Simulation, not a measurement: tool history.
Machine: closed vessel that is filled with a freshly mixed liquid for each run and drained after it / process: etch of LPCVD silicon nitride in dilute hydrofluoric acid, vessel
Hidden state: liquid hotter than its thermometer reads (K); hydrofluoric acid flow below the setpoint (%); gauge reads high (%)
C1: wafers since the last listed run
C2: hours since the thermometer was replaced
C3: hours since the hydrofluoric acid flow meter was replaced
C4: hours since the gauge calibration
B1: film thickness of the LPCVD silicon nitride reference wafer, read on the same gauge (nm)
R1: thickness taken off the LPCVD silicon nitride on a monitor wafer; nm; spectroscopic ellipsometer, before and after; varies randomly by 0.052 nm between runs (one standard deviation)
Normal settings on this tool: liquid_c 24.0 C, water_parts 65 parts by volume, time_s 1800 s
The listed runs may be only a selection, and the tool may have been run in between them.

{"run": 1, "hour": 0.0, "liquid_c": 24.0, "water_parts": 65, "time_s": 1800, "C1": 0, "C2": 1102.1, "C3": 1557.6, "C4": 284.7, "B1": 129.98, "R1": 16.71}
{"hour": 10.1, "done": "gauge calibrated"}
{"run": 2, "hour": 19.5, "liquid_c": 24.0, "water_parts": 65, "time_s": 1800, "C1": 658, "C2": 1121.6, "C3": 1577.1, "C4": 9.4, "B1": 130.0, "R1": 16.6}
{"run": 3, "hour": 39.8, "liquid_c": 24.0, "water_parts": 65, "time_s": 1800, "C1": 685, "C2": 1141.9, "C3": 1597.4, "C4": 29.7, "B1": 129.99, "R1": 16.74}
{"run": 4, "hour": 60.7, "liquid_c": 24.0, "water_parts": 85, "time_s": 1800, "C1": 706, "C2": 1162.8, "C3": 1618.3, "C4": 50.6, "B1": 130.0, "R1": 12.87}
{"run": 5, "hour": 88.1, "liquid_c": 24.0, "water_parts": 85, "time_s": 1800, "C1": 925, "C2": 1190.2, "C3": 1645.7, "C4": 78.0, "B1": 129.99, "R1": 12.86}
{"run": 6, "hour": 105.4, "liquid_c": 24.0, "water_parts": 85, "time_s": 1800, "C1": 584, "C2": 1207.5, "C3": 1663.0, "C4": 95.3, "B1": 130.02, "R1": 12.88}
{"run": 7, "hour": 139.7, "liquid_c": 24.0, "water_parts": 65, "time_s": 1800, "C1": 1158, "C2": 1241.8, "C3": 1697.3, "C4": 129.6, "B1": 130.03, "R1": 16.78}
{"run": 8, "hour": 162.5, "liquid_c": 24.0, "water_parts": 70, "time_s": 1800, "C1": 770, "C2": 1264.6, "C3": 1720.1, "C4": 152.4, "B1": 129.99, "R1": 15.74}
{"hour": 184.5, "done": "thermometer replaced"}
{"run": 9, "hour": 187.0, "liquid_c": 24.0, "water_parts": 70, "time_s": 1800, "C1": 794, "C2": 2.5, "C3": 1744.6, "C4": 176.9, "B1": 130.0, "R1": 14.83}
{"run": 10, "hour": 222.0, "liquid_c": 24.0, "water_parts": 70, "time_s": 1800, "C1": 1182, "C2": 37.5, "C3": 1779.6, "C4": 211.9, "B1": 130.0, "R1": 14.86}
{"run": 11, "hour": 243.4, "liquid_c": 24.0, "water_parts": 65, "time_s": 1800, "C1": 723, "C2": 58.9, "C3": 1801.0, "C4": 233.3, "B1": 130.02, "R1": 15.83}
{"run": 12, "hour": 269.0, "liquid_c": 24.0, "water_parts": 65, "time_s": 1800, "C1": 865, "C2": 84.5, "C3": 1826.6, "C4": 258.9, "B1": 130.01, "R1": 15.91}
{"run": 13, "hour": 298.9, "liquid_c": 24.0, "water_parts": 65, "time_s": 2350, "C1": 1010, "C2": 114.4, "C3": 1856.5, "C4": 288.8, "B1": 130.02, "R1": 20.87}
{"hour": 315.9, "done": "gauge calibrated"}
{"run": 14, "hour": 330.3, "liquid_c": 24.0, "water_parts": 65, "time_s": 1800, "C1": 1060, "C2": 145.8, "C3": 1887.9, "C4": 14.4, "B1": 129.99, "R1": 16.04}
{"run": 15, "hour": 343.1, "liquid_c": 24.0, "water_parts": 65, "time_s": 1800, "C1": 432, "C2": 158.6, "C3": 1900.7, "C4": 27.2, "B1": 129.96, "R1": 16.08}
{"hour": 347.3, "done": "hydrofluoric acid flow meter replaced"}
{"run": 16, "hour": 368.6, "liquid_c": 24.0, "water_parts": 65, "time_s": 2805, "C1": 827, "C2": 184.1, "C3": 21.3, "C4": 52.7, "B1": 129.99, "R1": 25.07}
{"run": 17, "hour": 382.5, "liquid_c": 25.5, "water_parts": 75, "time_s": 1525, "C1": 469, "C2": 198.0, "C3": 35.2, "C4": 66.6, "B1": 129.98, "R1": 13.02}
{"run": 18, "hour": 408.4, "liquid_c": 24.0, "water_parts": 65, "time_s": 1800, "C1": 875, "C2": 223.9, "C3": 61.1, "C4": 92.5, "B1": 130.0, "R1": 16.08}
{"run": 19, "hour": 431.4, "liquid_c": 20.0, "water_parts": 95, "time_s": 1145, "C1": 777, "C2": 246.9, "C3": 84.1, "C4": 115.5, "B1": 129.97, "R1": 5.41}
{"run": 20, "hour": 448.1, "liquid_c": 25.5, "water_parts": 75, "time_s": 775, "C1": 564, "C2": 263.6, "C3": 100.8, "C4": 132.2, "B1": 129.99, "R1": 6.64}
{"run": 21, "hour": 461.0, "liquid_c": 21.5, "water_parts": 40, "time_s": 740, "C1": 435, "C2": 276.5, "C3": 113.7, "C4": 145.1, "B1": 130.02, "R1": 9.0}
{"run": 22, "hour": 482.6, "liquid_c": 26.0, "water_parts": 80, "time_s": 2220, "C1": 729, "C2": 298.1, "C3": 135.3, "C4": 166.7, "B1": 130.01, "R1": 18.55}
{"run": 23, "hour": 513.1, "liquid_c": 24.0, "water_parts": 75, "time_s": 1150, "C1": 1030, "C2": 328.6, "C3": 165.8, "C4": 197.2, "B1": 130.01, "R1": 8.95}
{"run": 24, "hour": 544.5, "liquid_c": 24.0, "water_parts": 65, "time_s": 1800, "C1": 1060, "C2": 360.0, "C3": 197.2, "C4": 228.6, "B1": 130.04, "R1": 16.27}
{"run": 25, "hour": 567.6, "liquid_c": 24.0, "water_parts": 65, "time_s": 1800, "C1": 780, "C2": 383.1, "C3": 220.3, "C4": 251.7, "B1": 129.98, "R1": 16.24}

Branching from run 25: 3 alternative next runs. What would each branch give?
{"run": "A", "hour": 568.8, "liquid_c": 24.0, "water_parts": 40, "time_s": 1800, "C1": 40, "C2": 384.3, "C3": 221.5, "C4": 252.9, "B1": "?", "R1": "?"}
{"run": "B", "hour": 568.8, "liquid_c": 20.0, "water_parts": 75, "time_s": 2285, "C1": 40, "C2": 384.3, "C3": 221.5, "C4": 252.9, "B1": "?", "R1": "?"}
{"run": "C", "hour": 568.8, "liquid_c": 27.0, "water_parts": 35, "time_s": 1185, "C1": 40, "C2": 384.3, "C3": 221.5, "C4": 252.9, "B1": "?", "R1": "?"}

run=A B1=130.01 R1=26.15
run=B B1=130.01 R1=13.68
run=C B1=130.01 R1=23.97
With no hidden state in the tool, these same runs would have given:
run=A R1=25.28
run=B R1=13.22
run=C R1=23.19

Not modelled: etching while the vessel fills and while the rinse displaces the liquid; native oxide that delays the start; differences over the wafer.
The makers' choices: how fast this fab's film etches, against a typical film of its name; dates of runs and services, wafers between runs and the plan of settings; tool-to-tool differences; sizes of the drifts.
